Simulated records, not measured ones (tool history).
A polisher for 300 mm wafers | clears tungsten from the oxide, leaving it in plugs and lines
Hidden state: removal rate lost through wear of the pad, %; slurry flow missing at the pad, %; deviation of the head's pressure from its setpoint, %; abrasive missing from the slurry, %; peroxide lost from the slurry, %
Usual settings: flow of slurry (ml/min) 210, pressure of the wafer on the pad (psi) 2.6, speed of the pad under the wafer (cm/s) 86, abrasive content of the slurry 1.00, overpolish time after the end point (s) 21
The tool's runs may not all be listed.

run   hour  flow of slurry (ml/min)  pressure of the wafer on the pad (psi)  speed of the pad under the wafer (cm/s)  abrasive content of the slurry  overpolish time after the end point (s)  wafers since the last listed run  wafers polished on this pad  hours since the slurry nozzle was cleaned  hours since the head pressure was calibrated  hours since the slurry blender was calibrated  hours since the slurry got fresh peroxide  incoming thickness of the incoming film, nm  time until the end point was called (s)
  1    0.0                      210                                     2.6                                       86                            1.00                                       21                                 0                          935                                      573.3                                         436.4                                          164.2                                       16.1                                        356.4                                    160.5
  2   32.7                      210                                     2.6                                       86                            1.00                                       21                               183                         1118                                      606.0                                         469.1                                          196.9                                       48.8                                        358.1                                    170.5
  3   47.6                      210                                     2.6                                       86                            0.85                                       21                                83                         1202                                      620.9                                         484.0                                          211.8                                       63.7                                        355.4                                    178.5
  4   64.5                      210                                     2.6                                       86                            0.85                                       21                                94                         1297                                      637.8                                         500.9                                          228.7                                       80.6                                        352.7                                    181.3
      76.6  -- slurry tank refilled with fresh slurry and peroxide
      80.4  -- worn pad replaced by a new one
  5   81.8                      210                                     2.6                                       86                            1.00                                       21                                69                            7                                      655.1                                         518.2                                          246.0                                        5.2                                        353.4                                    163.3
  6   92.7                      210                                     2.6                                       86                            1.00                                       21                                61                           68                                      666.0                                         529.1                                          256.9                                       16.1                                        354.5                                    169.2
  7  110.0                      210                                     2.6                                       66                            0.85                                       15                                97                          165                                      683.3                                         546.4                                          274.2                                       33.4                                        351.3                                    225.1
  8  124.6                      275                                     2.6                                      114                            1.00                                       29                                81                          247                                      697.9                                         561.0                                          288.8                                       48.0                                        358.1                                    134.9
  9  132.1                      210                                     2.6                                       86                            1.20                                       14                                42                          289                                      705.4                                         568.5                                          296.3                                       55.5                                        356.0                                    171.7
 10  144.9                      190                                     3.4                                      110                            1.00                                       21                                71                          361                                      718.2                                         581.3                                          309.1                                       68.3                                        360.0                                    124.0
     151.2  -- slurry nozzle cleaned
 11  160.6                      235                                     3.5                                       86                            0.70                                       21                                82                          444                                        9.4                                         597.0                                          324.8                                       84.0                                        360.8                                    159.2
     173.1  -- head pressure recalibrated
 12  176.0                      210                                     2.6                                       86                            1.00                                       24                                75                          519                                       24.8                                           2.9                                          340.2                                       99.4                                        352.8                                    189.5
     181.5  -- slurry tank refilled with fresh slurry and peroxide
     184.1  -- slurry blender recalibrated
 13  185.7                      135                                     2.6                                       86                            1.00                                       13                                37                          556                                       34.5                                          12.6                                            1.6                                        4.2                                        352.7                                    157.1
 14  196.8                      160                                     2.6                                       86                            1.00                                       12                                62                          619                                       45.6                                          23.7                                           12.7                                       15.3                                        353.1                                    162.5
 15  211.6                      210                                     2.6                                       86                            1.00                                       21                                83                          702                                       60.4                                          38.5                                           27.5                                       30.1                                        360.0                                    170.4
 16  219.6                      210                                     2.6                                       86                            1.00                                       21                                44                          747                                       68.4                                          46.5                                           35.5                                       38.1                                        361.4                                    171.7
 17  226.6                      210                                     2.3                                      100                            1.00                                       21                                39                          786                                       75.4                                          53.5                                           42.5                                       45.1                                        358.1                                    165.3
 18  237.2                      210                                     2.6                                       86                            1.00                                       21                                59                          845                                       86.0                                          64.1                                           53.1                                       55.7                                        358.4                                    176.2
 19  246.8                      210                                     2.6                                       86                            1.00                                       21                                53                          899                                       95.6                                          73.7                                           62.7                                       65.3                                        352.5                                    169.3
 20  262.8                      210                                     2.6                                       86                            1.00                                       21                                89                          989                                      111.6                                          89.7                                           78.7                                       81.3                                        352.9                                    170.4
 21  270.4                      210                                     2.6                                      112                            0.90                                       21                                42                         1032                                      119.2                                          97.3                                           86.3                                       88.9                                        350.2                                    139.0
     273.8  -- slurry tank refilled with fresh slurry and peroxide
 22  281.2                      245                                     3.3                                      110                            0.80                                       21                                54                         1087                                      130.0                                         108.1                                           97.1                                        7.4                                        359.5                                    111.2
     302.8  -- worn pad replaced by a new one
 23  303.3                      210                                     2.6                                       78                            1.15                                       21                               101                            2                                      152.1                                         130.2                                          119.2                                       29.5                                        347.4                                    173.7
 24  315.5                      210                                     2.0                                       86                            1.00                                       21                                68                           71                                      164.3                                         142.4                                          131.4                                       41.7                                        356.1                                    210.2
 25  322.7                      210                                     1.8                                       86                            0.80                                       21                                40                          111                                      171.5                                         149.6                                          138.6                                       48.9                                        355.4                                    235.6
 26  363.3                      210                                     2.2                                       86                            1.00                                       21                               227                          339                                      212.1                                         190.2                                          179.2                                       89.5                                        360.7                                    210.2

The same runs without the tool's hidden state, with the same run-to-run variation:
run  time until the end point was called (s)
  1                                    148.3
  2                                    147.4
  3                                    151.6
  4                                    151.7
  5                                    152.0
  6                                    152.2
  7                                    194.2
  8                                    113.4
  9                                    142.7
 10                                    101.7
 11                                    129.0
 12                                    151.9
 13                                    152.5
 14                                    152.5
 15                                    154.2
 16                                    152.9
 17                                    145.6
 18                                    153.0
 19                                    145.4
 20                                    144.4
 21                                    117.2
 22                                    104.4
 23                                    153.3
 24                                    181.2
 25                                    200.9
 26                                    172.1
